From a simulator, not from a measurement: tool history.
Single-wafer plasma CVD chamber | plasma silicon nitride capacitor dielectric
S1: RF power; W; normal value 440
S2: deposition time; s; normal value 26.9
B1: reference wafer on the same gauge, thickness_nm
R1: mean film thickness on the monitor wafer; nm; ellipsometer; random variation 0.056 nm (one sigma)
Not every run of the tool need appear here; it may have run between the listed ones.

run,hour,S1,S2,B1,R1
1,0,460,26.9,41.483,36.645
2,35.9,460,26.9,41.495,36.688
3,58.6,460,26.9,41.514,36.734
4,74.3,440,26.9,41.485,36.201
5,101.7,440,26.9,41.48,36.15
6,128.2,440,25.7,41.492,34.551
# hour 137.1: RF generator calibrated
7,142.3,385,23.2,41.464,30.594
8,155.7,385,23.2,41.497,30.577
# hour 166.7: gauge calibrated
9,182.7,360,30,41.495,38.639
10,211.1,400,29.7,41.455,39.567
# hour 241: showerhead replaced
11,243.6,440,26.9,41.499,37
12,271.4,410,23.1,41.531,31.022
13,283.6,485,30,41.525,42.571
14,316.1,440,26.9,41.517,36.856
15,355.2,355,24.8,41.516,31.499
16,384.5,440,28.6,41.482,39.097
17,408.4,360,24.4,41.469,31.035

The logged runs with the hidden state left out (each run's random variation unchanged):
Unlogged tool condition in this case: delivered RF power above the setpoint (%); gauge reads high (%).
run,R1
1,37.694
2,37.743
3,37.793
4,37.246
5,37.197
6,35.555
7,30.661
8,30.661
9,38.789
10,39.768
11,37.235
12,31.251
13,42.905
14,37.188
15,31.824
16,39.537
17,31.407

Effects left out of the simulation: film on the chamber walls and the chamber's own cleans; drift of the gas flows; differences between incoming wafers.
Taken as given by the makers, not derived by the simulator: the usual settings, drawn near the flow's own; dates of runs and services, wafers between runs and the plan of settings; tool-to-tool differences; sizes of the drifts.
